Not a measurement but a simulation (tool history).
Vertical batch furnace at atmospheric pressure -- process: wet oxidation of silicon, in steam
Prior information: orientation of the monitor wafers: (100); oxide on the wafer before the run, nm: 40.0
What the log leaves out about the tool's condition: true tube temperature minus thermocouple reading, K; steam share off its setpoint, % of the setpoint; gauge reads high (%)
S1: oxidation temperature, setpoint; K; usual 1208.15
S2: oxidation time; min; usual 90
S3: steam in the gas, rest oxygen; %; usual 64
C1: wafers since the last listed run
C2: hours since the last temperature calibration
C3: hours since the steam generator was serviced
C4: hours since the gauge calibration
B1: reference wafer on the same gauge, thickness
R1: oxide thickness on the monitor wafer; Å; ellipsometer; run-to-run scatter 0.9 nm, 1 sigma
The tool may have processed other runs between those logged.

run,day,S1,S2,S3,C1,C2,C3,C4,B1,R1
1,0,1193.15,90,64,0,3579,1882,378.5,209.76,2110.7
2,0.779,1208.15,90,64,218,3597.7,1900.7,397.2,209.74,2398.7
# day 1.021: gauge calibrated
3,1.317,1218.15,90,64,150,3610.6,1913.6,7.1,209.88,2615.8
4,2.238,1218.15,90,64,258,3632.7,1935.7,29.2,209.92,2619.2
5,3.025,1208.15,90,64,220,3651.6,1954.6,48.1,209.79,2401.1
6,3.825,1208.15,90,64,224,3670.8,1973.8,67.3,210.08,2379.9
7,4.7,1208.15,90,64,245,3691.8,1994.8,88.3,210.06,2412.8
8,5.296,1208.15,90,64,167,3706.1,2009.1,102.6,210.1,2420.2
9,7.121,1208.15,90,64,511,3749.9,2052.9,146.4,210.27,2393.8
# day 8.296: steam generator serviced
10,8.317,1208.15,90,64,54,3778.6,0.5,175.1,209.93,2541.6
11,8.608,1208.15,90,64,81,3785.6,7.5,182.1,210.14,2529.8
12,9.329,1208.15,90,64,202,3802.9,24.8,199.4,209.93,2538.5
13,9.825,1208.15,90,64,138,3814.8,36.7,211.3,210.01,2524.2
14,10.321,1208.15,90,64,138,3826.7,48.6,223.2,210.16,2521.6
15,11.004,1208.15,90,70,191,3843.1,65,239.6,209.81,2697
16,11.333,1208.15,90,70,92,3851,72.9,247.5,210.01,2698.2
17,11.829,1189.15,61.5,64,138,3862.9,84.8,259.4,210.03,1639.2
18,12.692,1220.15,90,53,241,3883.6,105.5,280.1,209.91,2435.4
19,13.162,1232.15,119,56,131,3894.9,116.8,291.4,210.08,3425.8
20,13.512,1208.15,90,64,98,3903.3,125.2,299.8,209.94,2542
21,14.254,1225.15,65.5,71,207,3921.1,143,317.6,209.98,2505.7
22,14.846,1229.15,90,67,165,3935.3,157.2,331.8,209.84,3122.4
# day 16.142: thermocouples replaced and temperature profile calibrated
23,16.162,1208.15,90,64,88,0.5,188.8,363.4,209.8,2532.6
24,16.383,1208.15,57.5,56,61,5.8,194.1,368.7,209.73,1680.3
25,16.971,1219.15,90,64,164,19.9,208.2,382.8,209.61,2762.1
# day 17.25: gauge calibrated
26,17.496,1202.15,60,58,147,32.5,220.8,5.9,209.93,1681.2
27,17.967,1208.15,73,76,131,43.8,232.1,17.2,209.94,2456.2
28,18.675,1189.15,90,68,198,60.8,249.1,34.2,209.96,2217.7
29,19.158,1188.15,90,58,135,72.4,260.7,45.8,209.9,1964.3
30,19.95,1208.15,90,64,221,91.4,279.7,64.8,210.09,2514.6
31,20.788,1199.15,131,72,234,111.5,299.8,84.9,210.09,3304.7
32,21.646,1208.15,125.5,64,240,132.1,320.4,105.5,210.03,3194.7
33,22.108,1208.15,90,64,129,143.2,331.5,116.6,210.26,2499.8
34,22.758,1208.15,90,64,182,158.8,347.1,132.2,209.92,2514
35,23.658,1208.15,90,64,252,180.4,368.7,153.8,210.18,2507
36,24.15,1183.15,90,64,137,192.2,380.5,165.6,210.23,2005.9
37,25.054,1208.15,90,75,253,213.9,402.2,187.3,209.96,2802.2
38,25.542,1208.15,90,64,136,225.6,413.9,199,209.99,2504
39,26.042,1208.15,90,64,140,237.6,425.9,211,210.18,2508.6

Hidden state or all else? Some run-to-run changes of R1, split into what the settings, what came in and random variation would give without the hidden state, and what is left for the hidden state (with any gauge scatter that isn't in both results):
Run 1 -> 2: S1 1193.15 -> 1208.15. R1 +288 Å: hidden state -16.3, all else +304.3.
Run 2 -> 3: S1 1208.15 -> 1218.15, gauge calibrated. R1 +217.1 Å: hidden state -11.8, all else +228.9.
Run 9 -> 10: steam generator serviced. R1 +147.8 Å: hidden state +135, all else +12.8.
Run 16 -> 17: S1 1208.15 -> 1189.15, S2 90 -> 61.5, S3 70 -> 64. R1 -1059 Å: hidden state +4.3, all else -1063.3.
Run 24 -> 25: S1 1208.15 -> 1219.15, S2 57.5 -> 90, S3 56 -> 64. R1 +1081.8 Å: hidden state -9.2, all else +1091.
Run 25 -> 26: S1 1219.15 -> 1202.15, S2 90 -> 60, S3 64 -> 58, gauge calibrated. R1 -1080.9 Å: hidden state +7.9, all else -1088.8.
